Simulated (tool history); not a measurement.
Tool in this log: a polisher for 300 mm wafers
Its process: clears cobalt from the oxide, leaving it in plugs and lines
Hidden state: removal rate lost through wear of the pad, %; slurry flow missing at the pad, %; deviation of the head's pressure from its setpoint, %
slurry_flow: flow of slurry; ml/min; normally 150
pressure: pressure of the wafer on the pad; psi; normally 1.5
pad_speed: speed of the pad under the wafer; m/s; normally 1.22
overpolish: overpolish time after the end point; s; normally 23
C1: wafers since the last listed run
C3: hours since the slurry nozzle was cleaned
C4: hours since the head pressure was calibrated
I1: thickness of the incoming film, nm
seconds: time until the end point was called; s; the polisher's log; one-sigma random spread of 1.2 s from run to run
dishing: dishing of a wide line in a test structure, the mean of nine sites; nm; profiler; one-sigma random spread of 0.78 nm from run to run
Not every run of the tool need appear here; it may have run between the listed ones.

run 1 hour=0.0 | slurry_flow=150 pressure=1.5 pad_speed=1.22 overpolish=23 | C1=0 wafers_polished_on_this_pad=449 C3=16.3 C4=281.6 | I1=309.3 | seconds=78.6 dishing=52.6
run 2 hour=24.9 | slurry_flow=150 pressure=1.8 pad_speed=1.22 overpolish=23 | C1=145 wafers_polished_on_this_pad=595 C3=41.2 C4=306.5 | I1=306.7 | seconds=64.0 dishing=56.8
run 3 hour=67.3 | slurry_flow=150 pressure=1.5 pad_speed=1.22 overpolish=23 | C1=247 wafers_polished_on_this_pad=843 C3=83.6 C4=348.9 | I1=313.6 | seconds=78.9 dishing=53.4
-- hour=99.4 worn pad replaced by a new one
run 4 hour=99.9 | slurry_flow=150 pressure=1.5 pad_speed=1.22 overpolish=23 | C1=167 wafers_polished_on_this_pad=3 C3=116.2 C4=381.5 | I1=309.3 | seconds=78.0 dishing=53.0
run 5 hour=113.6 | slurry_flow=150 pressure=1.5 pad_speed=1.22 overpolish=23 | C1=80 wafers_polished_on_this_pad=83 C3=129.9 C4=395.2 | I1=305.8 | seconds=75.4 dishing=53.4
run 6 hour=141.5 | slurry_flow=150 pressure=1.5 pad_speed=1.22 overpolish=23 | C1=163 wafers_polished_on_this_pad=246 C3=157.8 C4=423.1 | I1=313.0 | seconds=78.1 dishing=53.5
run 7 hour=158.1 | slurry_flow=150 pressure=1.5 pad_speed=1.22 overpolish=23 | C1=97 wafers_polished_on_this_pad=343 C3=174.4 C4=439.7 | I1=313.6 | seconds=77.5 dishing=55.2
run 8 hour=177.7 | slurry_flow=150 pressure=1.7 pad_speed=1.22 overpolish=23 | C1=114 wafers_polished_on_this_pad=458 C3=194.0 C4=459.3 | I1=315.4 | seconds=68.0 dishing=57.2
run 9 hour=205.7 | slurry_flow=150 pressure=1.7 pad_speed=1.22 overpolish=23 | C1=163 wafers_polished_on_this_pad=621 C3=222.0 C4=487.3 | I1=306.0 | seconds=68.1 dishing=56.0
run 10 hour=219.0 | slurry_flow=150 pressure=1.7 pad_speed=1.22 overpolish=23 | C1=77 wafers_polished_on_this_pad=699 C3=235.3 C4=500.6 | I1=308.5 | seconds=67.4 dishing=56.4
run 11 hour=245.8 | slurry_flow=150 pressure=1.5 pad_speed=1.22 overpolish=23 | C1=156 wafers_polished_on_this_pad=856 C3=262.1 C4=527.4 | I1=307.2 | seconds=76.1 dishing=55.8
run 12 hour=268.4 | slurry_flow=150 pressure=1.5 pad_speed=1.22 overpolish=23 | C1=132 wafers_polished_on_this_pad=988 C3=284.7 C4=550.0 | I1=308.8 | seconds=73.6 dishing=52.3
-- hour=298.7 worn pad replaced by a new one
run 13 hour=299.2 | slurry_flow=150 pressure=1.5 pad_speed=1.22 overpolish=23 | C1=156 wafers_polished_on_this_pad=2 C3=315.5 C4=580.8 | I1=311.7 | seconds=74.7 dishing=54.1
run 14 hour=318.0 | slurry_flow=150 pressure=1.5 pad_speed=1.22 overpolish=23 | C1=109 wafers_polished_on_this_pad=112 C3=334.3 C4=599.6 | I1=312.9 | seconds=75.0 dishing=55.3
-- hour=330.2 slurry nozzle cleaned
run 15 hour=349.3 | slurry_flow=150 pressure=1.5 pad_speed=1.22 overpolish=23 | C1=177 wafers_polished_on_this_pad=289 C3=19.1 C4=630.9 | I1=309.9 | seconds=75.5 dishing=53.6
run 16 hour=374.3 | slurry_flow=165 pressure=1.3 pad_speed=1.22 overpolish=15 | C1=146 wafers_polished_on_this_pad=436 C3=44.1 C4=655.9 | I1=315.2 | seconds=85.3 dishing=40.4
run 17 hour=397.7 | slurry_flow=150 pressure=1.5 pad_speed=1.22 overpolish=23 | C1=136 wafers_polished_on_this_pad=572 C3=67.5 C4=679.3 | I1=314.2 | seconds=75.6 dishing=55.4
run 18 hour=421.8 | slurry_flow=150 pressure=1.5 pad_speed=1.22 overpolish=23 | C1=140 wafers_polished_on_this_pad=713 C3=91.6 C4=703.4 | I1=311.6 | seconds=74.7 dishing=54.2
run 19 hour=435.2 | slurry_flow=150 pressure=1.5 pad_speed=1.40 overpolish=10 | C1=78 wafers_polished_on_this_pad=792 C3=105.0 C4=716.8 | I1=315.8 | seconds=67.7 dishing=36.6
run 20 hour=450.3 | slurry_flow=110 pressure=1.3 pad_speed=1.22 overpolish=23 | C1=88 wafers_polished_on_this_pad=880 C3=120.1 C4=731.9 | I1=312.9 | seconds=90.7 dishing=48.3
-- hour=478.5 worn pad replaced by a new one
run 21 hour=481.7 | slurry_flow=150 pressure=1.5 pad_speed=1.48 overpolish=35 | C1=160 wafers_polished_on_this_pad=18 C3=151.5 C4=763.3 | I1=316.5 | seconds=62.9 dishing=66.1
run 22 hour=496.4 | slurry_flow=195 pressure=1.8 pad_speed=1.00 overpolish=18 | C1=85 wafers_polished_on_this_pad=104 C3=166.2 C4=778.0 | I1=315.1 | seconds=68.7 dishing=50.2
-- hour=502.5 head pressure recalibrated
run 23 hour=514.7 | slurry_flow=150 pressure=1.5 pad_speed=0.82 overpolish=13 | C1=95 wafers_polished_on_this_pad=199 C3=184.5 C4=12.2 | I1=308.3 | seconds=111.9 dishing=31.8
run 24 hour=547.3 | slurry_flow=150 pressure=1.5 pad_speed=1.22 overpolish=23 | C1=190 wafers_polished_on_this_pad=390 C3=217.1 C4=44.8 | I1=311.7 | seconds=81.7 dishing=52.7
run 25 hour=573.8 | slurry_flow=150 pressure=1.5 pad_speed=1.22 overpolish=17 | C1=154 wafers_polished_on_this_pad=545 C3=243.6 C4=71.3 | I1=312.8 | seconds=81.7 dishing=46.0
run 26 hour=598.1 | slurry_flow=195 pressure=1.8 pad_speed=1.48 overpolish=13 | C1=142 wafers_polished_on_this_pad=687 C3=267.9 C4=95.6 | I1=307.4 | seconds=56.9 dishing=47.1
run 27 hour=632.4 | slurry_flow=150 pressure=1.5 pad_speed=1.02 overpolish=23 | C1=200 wafers_polished_on_this_pad=888 C3=302.2 C4=129.9 | I1=307.8 | seconds=93.1 dishing=48.9
-- hour=652.7 worn pad replaced by a new one
run 28 hour=659.4 | slurry_flow=150 pressure=1.5 pad_speed=1.22 overpolish=23 | C1=134 wafers_polished_on_this_pad=39 C3=329.2 C4=156.9 | I1=312.0 | seconds=83.6 dishing=52.1
run 29 hour=676.9 | slurry_flow=120 pressure=1.8 pad_speed=1.22 overpolish=35 | C1=102 wafers_polished_on_this_pad=141 C3=346.7 C4=174.4 | I1=311.3 | seconds=72.6 dishing=62.9
run 30 hour=690.6 | slurry_flow=150 pressure=2.0 pad_speed=1.22 overpolish=28 | C1=80 wafers_polished_on_this_pad=221 C3=360.4 C4=188.1 | I1=310.4 | seconds=59.9 dishing=63.3
-- hour=691.8 slurry nozzle cleaned
run 31 hour=714.4 | slurry_flow=150 pressure=1.5 pad_speed=1.22 overpolish=23 | C1=133 wafers_polished_on_this_pad=354 C3=22.6 C4=211.9 | I1=305.8 | seconds=78.2 dishing=51.9
run 32 hour=748.2 | slurry_flow=150 pressure=1.0 pad_speed=1.22 overpolish=23 | C1=197 wafers_polished_on_this_pad=552 C3=56.4 C4=245.7 | I1=309.9 | seconds=121.6 dishing=42.4
run 33 hour=846.0 | slurry_flow=150 pressure=1.9 pad_speed=0.88 overpolish=30 | C1=571 wafers_polished_on_this_pad=1124 C3=154.2 C4=343.5 | I1=312.1 | seconds=79.7 dishing=57.8
-- hour=856.5 worn pad replaced by a new one
run 34 hour=878.4 | slurry_flow=150 pressure=1.1 pad_speed=1.64 overpolish=34 | C1=166 wafers_polished_on_this_pad=128 C3=186.6 C4=375.9 | I1=309.5 | seconds=83.1 dishing=60.7
run 35 hour=913.9 | slurry_flow=150 pressure=2.0 pad_speed=0.92 overpolish=15 | C1=207 wafers_polished_on_this_pad=335 C3=222.1 C4=411.4 | I1=314.4 | seconds=72.9 dishing=44.9

Below, some changes in seconds between adjacent runs. For each, the amount present without the hidden state too (settings, incoming material, random variation) and the amount remaining for the hidden state with gauge scatter not shared by both compared results:
Run 19 -> 20: slurry_flow 150 -> 110, pressure 1.5 -> 1.3, pad_speed 1.40 -> 1.22, overpolish 10 -> 23. seconds +23.0 s: hidden state -2.8, all else +25.8.
Run 20 -> 21: slurry_flow 110 -> 150, pressure 1.3 -> 1.5, pad_speed 1.22 -> 1.48, overpolish 23 -> 35, worn pad replaced by a new one. seconds -27.8 s: hidden state +3.0, all else -30.8.
Run 22 -> 23: slurry_flow 195 -> 150, pressure 1.8 -> 1.5, pad_speed 1.00 -> 0.82, overpolish 18 -> 13, head pressure recalibrated. seconds +43.2 s: hidden state +9.2, all else +34.0.
Run 31 -> 32: pressure 1.5 -> 1.0. seconds +43.4 s: hidden state -1.7, all else +45.1.
Run 32 -> 33: pressure 1.0 -> 1.9, pad_speed 1.22 -> 0.88, overpolish 23 -> 30. seconds -41.9 s: hidden state +0.1, all else -42.0.
